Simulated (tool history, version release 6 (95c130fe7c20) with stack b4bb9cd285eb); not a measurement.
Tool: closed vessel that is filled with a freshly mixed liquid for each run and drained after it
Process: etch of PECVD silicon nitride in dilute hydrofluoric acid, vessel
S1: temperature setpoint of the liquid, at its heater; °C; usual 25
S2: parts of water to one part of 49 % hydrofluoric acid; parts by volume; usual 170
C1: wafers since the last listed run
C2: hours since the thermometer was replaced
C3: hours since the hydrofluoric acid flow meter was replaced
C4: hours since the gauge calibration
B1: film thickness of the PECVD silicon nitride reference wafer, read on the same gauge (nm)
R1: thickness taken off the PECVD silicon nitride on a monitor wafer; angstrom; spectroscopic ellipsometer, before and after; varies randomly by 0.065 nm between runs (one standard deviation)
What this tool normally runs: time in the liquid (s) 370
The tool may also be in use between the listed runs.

Run 1, hour 0: usual settings; C1 0; C2 1895; C3 1087.2; C4 86; B1 39.99. Result: R1 85.5 angstrom.
Run 2, hour 28.7: usual settings; C1 3117; C2 1923.7; C3 1115.9; C4 114.7; B1 40. Result: R1 84.8 angstrom.
Run 3, hour 47.4: usual settings; C1 2031; C2 1942.4; C3 1134.6; C4 133.4; B1 40. Result: R1 87.2 angstrom.
Run 4, hour 71.9: usual settings; C1 2661; C2 1966.9; C3 1159.1; C4 157.9; B1 40.02. Result: R1 85.6 angstrom.
Run 5, hour 90.5: usual settings; C1 2020; C2 1985.5; C3 1177.7; C4 176.5; B1 40.02. Result: R1 86.9 angstrom.
Run 6, hour 125.5: usual settings; C1 3801; C2 2020.5; C3 1212.7; C4 211.5; B1 40. Result: R1 86.1 angstrom.
Run 7, hour 152.8: usual settings; C1 2965; C2 2047.8; C3 1240; C4 238.8; B1 40. Result: R1 87.4 angstrom.
Run 8, hour 187.8: usual settings; C1 3801; C2 2082.8; C3 1275; C4 273.8; B1 40.01. Result: R1 87.1 angstrom.
Run 9, hour 202: usual settings; C1 1542; C2 2097; C3 1289.2; C4 288; B1 40. Result: R1 86.9 angstrom.
Run 10, hour 215.7: usual settings; C1 1488; C2 2110.7; C3 1302.9; C4 301.7; B1 40. Result: R1 88.4 angstrom.
Run 11, hour 233.3: usual settings; C1 1911; C2 2128.3; C3 1320.5; C4 319.3; B1 40. Result: R1 87.3 angstrom.
Run 12, hour 260.9: usual settings; C1 2998; C2 2155.9; C3 1348.1; C4 346.9; B1 39.99. Result: R1 89.3 angstrom.
Run 13, hour 296.4: usual settings; C1 3856; C2 2191.4; C3 1383.6; C4 382.4; B1 40. Result: R1 89.9 angstrom.
Run 14, hour 327.4: usual settings; C1 3367; C2 2222.4; C3 1414.6; C4 413.4; B1 40. Result: R1 89.4 angstrom.
Run 15, hour 351.1: usual settings but time in the liquid (s) 275; C1 2574; C2 2246.1; C3 1438.3; C4 437.1; B1 40. Result: R1 66.7 angstrom.
Run 16, hour 383.6: usual settings but S1 29.5 °C, S2 215 parts by volume, time in the liquid (s) 485; C1 3530; C2 2278.6; C3 1470.8; C4 469.6; B1 39.99. Result: R1 120.8 angstrom.
Run 17, hour 409.1: usual settings; C1 2769; C2 2304.1; C3 1496.3; C4 495.1; B1 40.01. Result: R1 89.5 angstrom.
Run 18, hour 439.8: usual settings but S1 21 °C, S2 115 parts by volume, time in the liquid (s) 580; C1 3334; C2 2334.8; C3 1527; C4 525.8; B1 39.98. Result: R1 164.4 angstrom.
Run 19, hour 452.2: usual settings but S1 27 °C, S2 145 parts by volume, time in the liquid (s) 575; C1 1346; C2 2347.2; C3 1539.4; C4 538.2; B1 40. Result: R1 188.8 angstrom.
Run 20, hour 481.8: usual settings; C1 3215; C2 2376.8; C3 1569; C4 567.8; B1 39.99. Result: R1 91.3 angstrom.
Run 21, hour 577.6: usual settings but time in the liquid (s) 290; C1 10406; C2 2472.6; C3 1664.8; C4 663.6; B1 40.01. Result: R1 71.4 angstrom.
Run 22, hour 590.9: usual settings but S1 22 °C; C1 1444; C2 2485.9; C3 1678.1; C4 676.9; B1 39.99. Result: R1 78 angstrom.
At hour 596.7: hydrofluoric acid flow meter replaced.
Run 23, hour 612.3: usual settings but time in the liquid (s) 215; C1 2215; C2 2507.3; C3 15.6; C4 698.3; B1 40. Result: R1 47.3 angstrom.
At hour 616.5: thermometer replaced.
Run 24, hour 634.2: usual settings; C1 2270; C2 17.7; C3 37.5; C4 720.2; B1 40.01. Result: R1 70.4 angstrom.
Run 25, hour 666.9: usual settings but S1 27 °C, time in the liquid (s) 450; C1 3552; C2 50.4; C3 70.2; C4 752.9; B1 39.98. Result: R1 97.1 angstrom.
At hour 673: gauge calibrated.
Run 26, hour 697.2: usual settings but S1 29.5 °C, S2 115 parts by volume; C1 3291; C2 80.7; C3 100.5; C4 24.2; B1 40.01. Result: R1 137 angstrom.
Run 27, hour 730.4: usual settings; C1 3606; C2 113.9; C3 133.7; C4 57.4; B1 40. Result: R1 69.7 angstrom.
Run 28, hour 750.5: usual settings but S1 27.5 °C, S2 255 parts by volume, time in the liquid (s) 315; C1 2183; C2 134; C3 153.8; C4 77.5; B1 39.99. Result: R1 46.5 angstrom.
Run 29, hour 772.6: usual settings but S1 28 °C; C1 2400; C2 156.1; C3 175.9; C4 99.6; B1 40. Result: R1 85.5 angstrom.
Run 30, hour 791.5: usual settings but S2 235 parts by volume, time in the liquid (s) 520; C1 2053; C2 175; C3 194.8; C4 118.5; B1 40. Result: R1 72.3 angstrom.
Run 31, hour 822: usual settings but time in the liquid (s) 455; C1 3313; C2 205.5; C3 225.3; C4 149; B1 40. Result: R1 88.6 angstrom.
Run 32, hour 850.7: usual settings but S1 26.5 °C, S2 85 parts by volume, time in the liquid (s) 185; C1 3117; C2 234.2; C3 254; C4 177.7; B1 40. Result: R1 78.9 angstrom.
Run 33, hour 871: usual settings but S1 20.5 °C, S2 135 parts by volume, time in the liquid (s) 585; C1 2205; C2 254.5; C3 274.3; C4 198; B1 39.99. Result: R1 105.7 angstrom.

Below are 3 alternative next runs, each starting from the tool's condition after run 33. Predict each:
Run A, hour 871.8: usual settings; C1 86; C2 255.3; C3 275.1; C4 198.8; B1 ?. Result: R1 ?.
Run B, hour 871.8: usual settings but S1 23.5 °C, S2 120 parts by volume; C1 86; C2 255.3; C3 275.1; C4 198.8; B1 ?. Result: R1 ?.
Run C, hour 871.8: usual settings but S1 23.5 °C, time in the liquid (s) 520; C1 86; C2 255.3; C3 275.1; C4 198.8; B1 ?. Result: R1 ?.

run     B1    R1
  A  40.01  71.7
  B  40.01    92
  C  40.01  91.6
Had the tool no hidden state, the same runs would have come out as:
run    R1
  A  68.2
  B  87.4
  C  87.1

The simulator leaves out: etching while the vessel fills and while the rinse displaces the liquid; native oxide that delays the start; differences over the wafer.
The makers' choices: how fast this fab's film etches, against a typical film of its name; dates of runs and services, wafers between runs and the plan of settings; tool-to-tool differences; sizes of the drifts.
